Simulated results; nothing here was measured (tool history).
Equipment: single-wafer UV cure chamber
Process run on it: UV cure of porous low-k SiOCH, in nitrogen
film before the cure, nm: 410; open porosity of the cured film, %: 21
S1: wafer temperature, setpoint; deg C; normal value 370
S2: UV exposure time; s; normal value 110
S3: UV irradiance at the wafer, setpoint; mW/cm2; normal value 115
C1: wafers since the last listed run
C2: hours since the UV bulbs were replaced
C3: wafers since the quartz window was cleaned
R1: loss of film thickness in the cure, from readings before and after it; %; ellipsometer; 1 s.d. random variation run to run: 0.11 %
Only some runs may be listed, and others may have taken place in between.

run    hour   S1   S2   S3   C1     C2    C3     R1
  1       0  358  110  115    0  863.5   387  7.188
  2    62.7  358  110  115  227  926.2   615  7.128
  3    91.3  359  110  115  103  954.8   718  7.108
  4   119.5  370  110  115  102    983   821  7.424
        180  -- UV bulbs replaced
  5   187.5  370  110  115  217    7.5  1038  8.126
  6   254.8  370  110  115  244   74.8  1282  7.855
  7   298.7  370  110  115  159  118.7  1441  7.716
  8   328.1  370  110  115  106  148.1  1548  7.535
  9     385  370  110  115  206    205  1754  7.607
      446.4  -- quartz window cleaned
 10   451.9  370  110  115  213  271.9    19   7.35
 11   494.1  370  110  115  153  314.1   172  7.525
 12   549.8  370  110  115  201  369.8   374  7.563
 13   590.6  370  110  115  147  410.6   522  7.523
 14   654.1  370  110  115  230  474.1   753  7.348
 15   709.3  370  110  115  200  529.3   953  7.444
 16   758.9  370  110  115  179  578.9  1133  7.435
 17   825.3  370  110  133  240  645.3  1373  7.809
 18   889.1  370  110  133  231  709.1  1605  7.818
 19   950.6  370  110  115  222  770.6  1828  7.289
      965.5  -- quartz window cleaned
 20  1105.8  370  110  115  533  925.8   508  7.327
 21  1152.1  370  110  115  167  972.1   676  7.251
     1167.9  -- UV bulbs replaced
 22  1346.5  370  110  115  675  178.6  1352  7.639
 23  1414.4  370  110  115  246  246.5  1598  7.673
 24  1444.7  370  110  137  109  276.8  1708  8.366
 25  1472.3  370   45  135  100  304.4  1808  4.727
 26  1503.9  370  110  115  114    336  1923  7.471
     1528.8  -- quartz window cleaned
 27  1535.3  362   85  145   84  367.4    23   7.37
 28  1593.9  359   45   94  212    426   235  3.526
 29  1645.1  383  110  140  185  477.2   421  8.359
 30  1686.7  370  135  100  150  518.8   572  7.401
 31  1723.6  354   55  115  133  555.7   706  4.652
 32  1775.8  370  110  115  189  607.9   895  7.325
 33  1804.9  384   50   99  105    637  1000  4.127
 34  1863.9  384  110  115  213    696  1214  7.393
 35  1890.7  370  110   80   97  722.8  1312  5.682
 36  1945.2  370  130   98  197  777.3  1509  7.299
     2091.4  -- quartz window cleaned
     2092.1  -- UV bulbs replaced
 37  2142.8  370  110  115  685   50.7   183  7.755
 38  2179.4  379   85  115  132   87.3   316  7.035
 39  2212.9  370  110  115  121  120.8   438   7.74
 40  2263.3  370  110  115  182  171.2   620  7.641
 41  2330.6  370  110  115  244  238.5   864  7.679
 42  2363.5  382  110  129  119  271.4   984  8.295
 43  2423.1  370  145   79  216    331  1200  7.107
 44  2463.9  370  110  115  147  371.8  1348  7.593
 45  2521.5  370  110  115  208  429.4  1556  7.418
 46  2573.4  389  110  105  188  481.3  1745  7.358
 47    2625  389  110  105  187  532.9  1932  7.465
     2694.3  -- quartz window cleaned
 48  2694.8  370  110   92  224  602.7     1  6.596

Expected results for the next run?
 49  2729.7  370  110  115  126  637.6  128   ?

R1: 7.163 %
With the hidden condition absent and the run-to-run variation left alone, this run would have shown R1 7.832 %.

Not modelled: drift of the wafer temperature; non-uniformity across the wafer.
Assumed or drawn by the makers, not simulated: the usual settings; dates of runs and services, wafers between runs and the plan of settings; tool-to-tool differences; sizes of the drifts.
